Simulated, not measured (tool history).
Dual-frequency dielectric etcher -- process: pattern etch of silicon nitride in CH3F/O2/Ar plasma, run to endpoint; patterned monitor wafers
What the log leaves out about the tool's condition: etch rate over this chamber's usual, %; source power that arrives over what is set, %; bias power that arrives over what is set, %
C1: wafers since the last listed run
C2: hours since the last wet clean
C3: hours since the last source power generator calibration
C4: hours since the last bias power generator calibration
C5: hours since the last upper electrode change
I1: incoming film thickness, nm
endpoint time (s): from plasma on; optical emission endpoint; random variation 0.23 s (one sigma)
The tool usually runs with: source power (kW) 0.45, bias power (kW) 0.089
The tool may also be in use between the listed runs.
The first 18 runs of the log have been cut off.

run 19 hour=456.7 | source_power_(kW)=0.51 bias_power_(kW)=0.074 | C1=303 C2=230.6 C3=4006.9 C4=163.2 C5=78.1 | I1=57.4 | endpoint_time_(s)=76.9
run 20 hour=478.2 | source_power_(kW)=0.53 bias_power_(kW)=0.07 | C1=319 C2=252.1 C3=4028.4 C4=184.7 C5=99.6 | I1=57.1 | endpoint_time_(s)=75.7
run 21 hour=509.9 | source_power_(kW)=0.35 bias_power_(kW)=0.089 | C1=471 C2=283.8 C3=4060.1 C4=216.4 C5=131.3 | I1=57.3 | endpoint_time_(s)=87.4
-- hour=520.6 source power generator calibrated
run 22 hour=544.6 | source_power_(kW)=0.48 bias_power_(kW)=0.096 | C1=456 C2=318.5 C3=24 C4=251.1 C5=166 | I1=57 | endpoint_time_(s)=75.4
run 23 hour=561.8 | source_power_(kW)=0.35 bias_power_(kW)=0.089 | C1=255 C2=335.7 C3=41.2 C4=268.3 C5=183.2 | I1=57.7 | endpoint_time_(s)=88.1
-- hour=593 wet clean of the chamber
run 24 hour=593.5 | source_power_(kW)=0.54 bias_power_(kW)=0.08 | C1=114 C2=0.5 C3=72.9 C4=300 C5=214.9 | I1=57 | endpoint_time_(s)=72.3
run 25 hour=609.7 | source_power_(kW)=0.48 bias_power_(kW)=0.089 | C1=240 C2=16.7 C3=89.1 C4=316.2 C5=231.1 | I1=57 | endpoint_time_(s)=74.6
run 26 hour=636.1 | source_power_(kW)=0.45 bias_power_(kW)=0.089 | C1=392 C2=43.1 C3=115.5 C4=342.6 C5=257.5 | I1=57.4 | endpoint_time_(s)=77.6
run 27 hour=655 | source_power_(kW)=0.54 bias_power_(kW)=0.074 | C1=281 C2=62 C3=134.4 C4=361.5 C5=276.4 | I1=57.1 | endpoint_time_(s)=73.8
run 28 hour=685.3 | source_power_(kW)=0.51 bias_power_(kW)=0.089 | C1=450 C2=92.3 C3=164.7 C4=391.8 C5=306.7 | I1=56.9 | endpoint_time_(s)=73

What does the tool deliver on the next run?
run 29 hour=719 | source_power_(kW)=0.36 bias_power_(kW)=0.095 | C1=501 C2=126 C3=198.4 C4=425.5 C5=340.4 | I1=57.6 | endpoint_time_(s)=?

{"run 29": {"endpoint time (s)": 84.4}}
Had the tool carried no hidden state, the very same run would have given endpoint time (s) 84.2.
